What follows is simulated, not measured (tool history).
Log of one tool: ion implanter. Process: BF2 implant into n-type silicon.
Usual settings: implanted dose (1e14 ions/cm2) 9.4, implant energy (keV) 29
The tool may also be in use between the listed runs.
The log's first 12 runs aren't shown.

run     day  implanted dose (1e14 ions/cm2)  implant energy (keV)  read-back reference wafer on the same gauge, sheet resistance  sheet resistance of the implanted and annealed layer (ohm/square)
 13   5.512                           10.35                    33                                                         124.02                                                             130.65
 14   5.858                             9.4                  35.5                                                         123.99                                                              139.2
 15     6.4                             9.4                  35.5                                                          124.1                                                             138.76
 16   6.908                             9.4                    29                                                         124.02                                                             143.78
      7.583  -- Faraday cup replaced and dose calibrated
 17   7.604                             9.4                    29                                                         123.99                                                             141.36
 18   7.921                           12.19                    19                                                         123.97                                                              134.5
 19   8.204                             9.4                    29                                                            124                                                             141.35
 20   8.762                             9.4                  23.5                                                         123.99                                                             147.71
 21   9.442                           10.35                    33                                                         124.01                                                             128.38
 22   9.742                            8.13                  22.5                                                         123.96                                                             165.05
 23  10.338                             9.4                    29                                                         124.04                                                             141.43
     10.508  -- gauge calibrated
     10.842  -- extraction supply calibrated
 24  10.862                             9.4                    23                                                         123.95                                                             148.82
 25    11.2                           11.49                  25.5                                                         123.99                                                             127.87
 26  11.721                           11.49                  22.5                                                         124.02                                                             132.37
 27  12.058                           11.41                    33                                                            124                                                             120.49
 28  12.379                           10.32                  22.5                                                         124.02                                                             140.36
 29  13.496                            7.26                    29                                                         123.96                                                             173.81
 30  14.012                             9.4                    29                                                         123.99                                                             141.57

5 ways to go on from here, each from the tool as it stands after run 30. What would each give?
  A  14.029                             9.4                    29                                                              ?                                                                  ?
  B  14.029                           10.23                  32.5                                                              ?                                                                  ?
  C  14.029                           10.45                  36.5                                                              ?                                                                  ?
  D  14.029                           11.94                  24.5                                                              ?                                                                  ?
  E  14.029                            7.25                  21.5                                                              ?                                                                  ?

run  read-back reference wafer on the same gauge, sheet resistance  sheet resistance of the implanted and annealed layer (ohm/square)
  A                                                         124.01                                                             141.22
  B                                                         124.01                                                             129.83
  C                                                         124.01                                                             124.98
  D                                                         124.01                                                             126.41
  E                                                         124.01                                                             180.91
Without the tool's hidden state the same runs would have given:
run  sheet resistance of the implanted and annealed layer (ohm/square)
  A                                                             140.92
  B                                                             129.57
  C                                                             124.72
  D                                                             126.22
  E                                                             180.52
